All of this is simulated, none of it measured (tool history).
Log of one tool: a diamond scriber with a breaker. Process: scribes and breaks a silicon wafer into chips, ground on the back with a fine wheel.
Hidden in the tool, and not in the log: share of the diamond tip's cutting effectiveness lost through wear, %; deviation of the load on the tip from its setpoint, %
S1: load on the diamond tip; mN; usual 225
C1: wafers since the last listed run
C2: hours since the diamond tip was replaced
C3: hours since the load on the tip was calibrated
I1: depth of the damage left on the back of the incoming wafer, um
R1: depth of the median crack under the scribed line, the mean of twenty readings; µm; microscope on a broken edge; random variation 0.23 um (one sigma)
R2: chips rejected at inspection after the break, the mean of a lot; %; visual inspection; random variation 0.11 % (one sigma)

| run | hour | S1 | C1 | C2 | C3 | I1 | R1 | R2 |
|---|---|---|---|---|---|---|---|---|
| 1 | 0.0 | 225 | 0 | 313.3 | 310.7 | 2.66 | 14.67 | 2.65 |
| 2 | 64.1 | 225 | 262 | 377.4 | 374.8 | 2.61 | 14.73 | 2.80 |
| 3 | 143.4 | 225 | 324 | 456.7 | 454.1 | 2.52 | 14.74 | 2.93 |
| 4 | 241.6 | 225 | 401 | 554.9 | 552.3 | 2.35 | 14.70 | 2.94 |
| 5 | 286.9 | 225 | 185 | 600.2 | 597.6 | 1.83 | 15.02 | 2.88 |
| 6 | 332.8 | 225 | 187 | 646.1 | 643.5 | 2.73 | 14.48 | 3.28 |
| 7 | 400.0 | 188 | 275 | 713.3 | 710.7 | 2.98 | 13.25 | 2.73 |
|  | 448.9 | load on the tip recalibrated |
| 8 | 460.7 | 188 | 240 | 774.0 | 11.8 | 2.20 | 12.09 | 3.47 |
|  | 466.3 | diamond tip replaced by a new one, of another model than before |
| 9 | 556.1 | 188 | 382 | 89.8 | 107.2 | 2.35 | 11.83 | 3.34 |
| 10 | 642.0 | 248 | 351 | 175.7 | 193.1 | 2.23 | 15.76 | 3.86 |
| 11 | 698.1 | 267 | 229 | 231.8 | 249.2 | 1.89 | 16.63 | 6.48 |
| 12 | 790.7 | 267 | 379 | 324.4 | 341.8 | 2.17 | 17.30 | 7.69 |
| 13 | 843.6 | 278 | 216 | 377.3 | 394.7 | 1.74 | 17.39 | 9.46 |
| 14 | 944.0 | 164 | 411 | 477.7 | 495.1 | 2.20 | 11.27 | 5.05 |
| 15 | 1007.5 | 176 | 259 | 541.2 | 558.6 | 2.64 | 12.75 | 3.62 |
| 16 | 1066.6 | 271 | 241 | 600.3 | 617.7 | 1.67 | 17.66 | 8.81 |
| 17 | 1132.1 | 179 | 268 | 665.8 | 683.2 | 1.97 | 12.32 | 2.72 |
|  | 1181.4 | diamond tip replaced by a new one |
|  | 1185.7 | load on the tip recalibrated |
| 18 | 1214.8 | 198 | 322 | 33.4 | 29.1 | 2.84 | 12.40 | 3.91 |
| 19 | 1308.2 | 284 | 382 | 126.8 | 122.5 | 2.67 | 16.57 | 7.46 |
| 20 | 1409.5 | 225 | 414 | 228.1 | 223.8 | 2.69 | 14.62 | 2.75 |
| 21 | 1483.1 | 167 | 301 | 301.7 | 297.4 | 2.29 | 11.58 | 5.77 |
| 22 | 1610.1 | 225 | 519 | 428.7 | 424.4 | 2.08 | 14.41 | 2.88 |
| 23 | 1713.3 | 225 | 422 | 531.9 | 527.6 | 1.90 | 15.07 | 2.77 |
| 24 | 1791.8 | 252 | 321 | 610.4 | 606.1 | 1.70 | 16.59 | 5.32 |

Forecast each of these 5 alternatives for the next run:
| A | 1792.4 | 225 | 2 | 611.0 | 606.7 | 1.93 | ? | ? |
| B | 1792.4 | 266 | 2 | 611.0 | 606.7 | 1.93 | ? | ? |
| C | 1792.4 | 290 | 2 | 611.0 | 606.7 | 1.93 | ? | ? |
| D | 1792.4 | 158 | 2 | 611.0 | 606.7 | 1.93 | ? | ? |
| E | 1792.4 | 175 | 2 | 611.0 | 606.7 | 1.93 | ? | ? |

| run | R1 | R2 |
|---|---|---|
| A | 15.39 | 2.94 |
| B | 17.59 | 7.50 |
| C | 18.82 | 11.02 |
| D | 11.38 | 5.96 |
| E | 12.46 | 3.10 |
Without the tool's hidden state the same runs would have given:
| run | R1 | R2 |
|---|---|---|
| A | 13.84 | 1.86 |
| B | 15.82 | 3.61 |
| C | 16.93 | 5.85 |
| D | 10.24 | 11.22 |
| E | 11.21 | 6.61 |
